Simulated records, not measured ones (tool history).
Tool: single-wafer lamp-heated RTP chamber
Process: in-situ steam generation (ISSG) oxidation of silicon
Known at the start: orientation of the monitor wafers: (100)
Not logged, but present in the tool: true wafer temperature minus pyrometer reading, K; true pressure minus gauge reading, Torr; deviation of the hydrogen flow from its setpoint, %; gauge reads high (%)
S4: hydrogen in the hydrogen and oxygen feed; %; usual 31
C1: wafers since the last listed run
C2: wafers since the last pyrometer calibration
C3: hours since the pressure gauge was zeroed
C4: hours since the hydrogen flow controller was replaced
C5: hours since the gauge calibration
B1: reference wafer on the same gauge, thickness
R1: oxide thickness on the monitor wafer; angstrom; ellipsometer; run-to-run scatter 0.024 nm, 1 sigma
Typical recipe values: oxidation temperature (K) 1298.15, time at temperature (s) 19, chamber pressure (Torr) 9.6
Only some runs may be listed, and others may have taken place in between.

Run 1, hour 0.0: usual settings but S4 32 %; C1 0; C2 148; C3 771.1; C4 3710.4; C5 874.9; B1 5.581. Result: R1 67.19 angstrom.
Run 2, hour 173.3: usual settings but S4 32 %; C1 1732; C2 1881; C3 944.4; C4 3883.7; C5 1048.2; B1 5.582. Result: R1 67.88 angstrom.
Run 3, hour 259.8: usual settings but S4 32 %; C1 864; C2 2746; C3 1030.9; C4 3970.2; C5 1134.7; B1 5.580. Result: R1 68.77 angstrom.
Run 4, hour 322.4: usual settings; C1 625; C2 3372; C3 1093.5; C4 4032.8; C5 1197.3; B1 5.579. Result: R1 68.33 angstrom.
Run 5, hour 417.0: usual settings; C1 945; C2 4318; C3 1188.1; C4 4127.4; C5 1291.9; B1 5.576. Result: R1 68.71 angstrom.
At hour 470.2: pyrometer window cleaned and pyrometer calibrated.
Run 6, hour 470.7: usual settings but time at temperature (s) 16; C1 456; C2 4; C3 1241.8; C4 4181.1; C5 1345.6; B1 5.586. Result: R1 61.42 angstrom.
Run 7, hour 566.5: usual settings but time at temperature (s) 17; C1 957; C2 962; C3 1337.6; C4 4276.9; C5 1441.4; B1 5.578. Result: R1 63.59 angstrom.
Run 8, hour 624.6: usual settings but time at temperature (s) 17; C1 580; C2 1543; C3 1395.7; C4 4335.0; C5 1499.5; B1 5.579. Result: R1 64.46 angstrom.
Run 9, hour 672.9: usual settings; C1 482; C2 2026; C3 1444.0; C4 4383.3; C5 1547.8; B1 5.581. Result: R1 68.09 angstrom.
Run 10, hour 719.7: usual settings; C1 467; C2 2494; C3 1490.8; C4 4430.1; C5 1594.6; B1 5.580. Result: R1 67.84 angstrom.
Run 11, hour 810.6: usual settings; C1 908; C2 3403; C3 1581.7; C4 4521.0; C5 1685.5; B1 5.577. Result: R1 68.21 angstrom.
Run 12, hour 854.3: usual settings; C1 436; C2 3840; C3 1625.4; C4 4564.7; C5 1729.2; B1 5.581. Result: R1 68.89 angstrom.
Run 13, hour 969.8: usual settings; C1 1154; C2 4995; C3 1740.9; C4 4680.2; C5 1844.7; B1 5.582. Result: R1 69.64 angstrom.
At hour 1013.2: pyrometer window cleaned and pyrometer calibrated.
Run 14, hour 1051.7: usual settings but chamber pressure (Torr) 9.2; C1 738; C2 384; C3 1822.8; C4 4762.1; C5 1926.6; B1 5.585. Result: R1 67.59 angstrom.
At hour 1064.6: pressure gauge zeroed.
Run 15, hour 1144.9: usual settings but chamber pressure (Torr) 9.2; C1 851; C2 1236; C3 80.3; C4 4855.3; C5 2019.8; B1 5.582. Result: R1 68.31 angstrom.
Run 16, hour 1224.2: usual settings; C1 792; C2 2029; C3 159.6; C4 4934.6; C5 2099.1; B1 5.582. Result: R1 67.86 angstrom.
Run 17, hour 1320.9: usual settings but oxidation temperature (K) 1315.15, S4 32 %; C1 966; C2 2996; C3 256.3; C4 5031.3; C5 2195.8; B1 5.581. Result: R1 75.25 angstrom.
Run 18, hour 1424.4: usual settings but oxidation temperature (K) 1309.15; C1 1034; C2 4031; C3 359.8; C4 5134.8; C5 2299.3; B1 5.582. Result: R1 72.99 angstrom.
At hour 1452.8: pyrometer window cleaned and pyrometer calibrated.
Run 19, hour 1470.6: usual settings but oxidation temperature (K) 1280.15, S4 32 %; C1 381; C2 178; C3 406.0; C4 5181.0; C5 2345.5; B1 5.582. Result: R1 62.24 angstrom.
Run 20, hour 1512.3: usual settings but time at temperature (s) 15; C1 416; C2 595; C3 447.7; C4 5222.7; C5 2387.2; B1 5.577. Result: R1 59.74 angstrom.
Run 21, hour 1578.1: usual settings but chamber pressure (Torr) 10.0; C1 657; C2 1253; C3 513.5; C4 5288.5; C5 2453.0; B1 5.583. Result: R1 66.57 angstrom.
Run 22, hour 1630.3: usual settings but oxidation temperature (K) 1312.15, time at temperature (s) 12, chamber pressure (Torr) 10.1, S4 26 %; C1 521; C2 1775; C3 565.7; C4 5340.7; C5 2505.2; B1 5.582. Result: R1 54.68 angstrom.
At hour 1675.5: gauge calibrated.
Run 23, hour 1720.4: usual settings but oxidation temperature (K) 1313.15; C1 900; C2 2675; C3 655.8; C4 5430.8; C5 44.9; B1 5.580. Result: R1 73.32 angstrom.
At hour 1735.8: hydrogen flow controller replaced.
Run 24, hour 1789.2: usual settings but oxidation temperature (K) 1313.15, chamber pressure (Torr) 8.9; C1 607; C2 3283; C3 724.6; C4 53.4; C5 113.7; B1 5.576. Result: R1 74.71 angstrom.
Run 25, hour 1863.1: usual settings; C1 738; C2 4022; C3 798.5; C4 127.3; C5 187.6; B1 5.585. Result: R1 68.87 angstrom.
At hour 1895.0: pyrometer window cleaned and pyrometer calibrated.
Run 26, hour 1960.9: usual settings; C1 897; C2 658; C3 896.3; C4 225.1; C5 285.4; B1 5.582. Result: R1 66.97 angstrom.
Run 27, hour 2053.8: usual settings but chamber pressure (Torr) 10.2, S4 32 %; C1 928; C2 1587; C3 989.2; C4 318.0; C5 378.3; B1 5.584. Result: R1 67.49 angstrom.
Run 28, hour 2128.1: usual settings; C1 742; C2 2330; C3 1063.5; C4 392.3; C5 452.6; B1 5.586. Result: R1 68.07 angstrom.
Run 29, hour 2226.7: usual settings but time at temperature (s) 13, S4 28 %; C1 985; C2 3316; C3 1162.1; C4 490.9; C5 551.2; B1 5.580. Result: R1 56.04 angstrom.
Run 30, hour 2313.2: usual settings; C1 864; C2 4181; C3 1248.6; C4 577.4; C5 637.7; B1 5.581. Result: R1 69.15 angstrom.
At hour 2385.2: pyrometer window cleaned and pyrometer calibrated.
Run 31, hour 2396.4: usual settings but time at temperature (s) 22, chamber pressure (Torr) 10.2, S4 22 %; C1 751; C2 111; C3 1331.8; C4 660.6; C5 720.9; B1 5.578. Result: R1 65.54 angstrom.

Each run again, without the hidden state but with its own random variation kept:
run     R1
  1  67.09
  2  66.76
  3  67.13
  4  66.32
  5  66.13
  6  61.17
  7  62.81
  8  63.36
  9  66.60
 10  66.08
 11  65.90
 12  66.30
 13  66.32
 14  66.92
 15  67.08
 16  66.17
 17  72.51
 18  69.72
 19  62.08
 20  59.38
 21  65.76
 22  53.80
 23  71.37
 24  72.24
 25  66.33
 26  66.20
 27  66.16
 28  66.29
 29  54.28
 30  66.23
 31  65.46
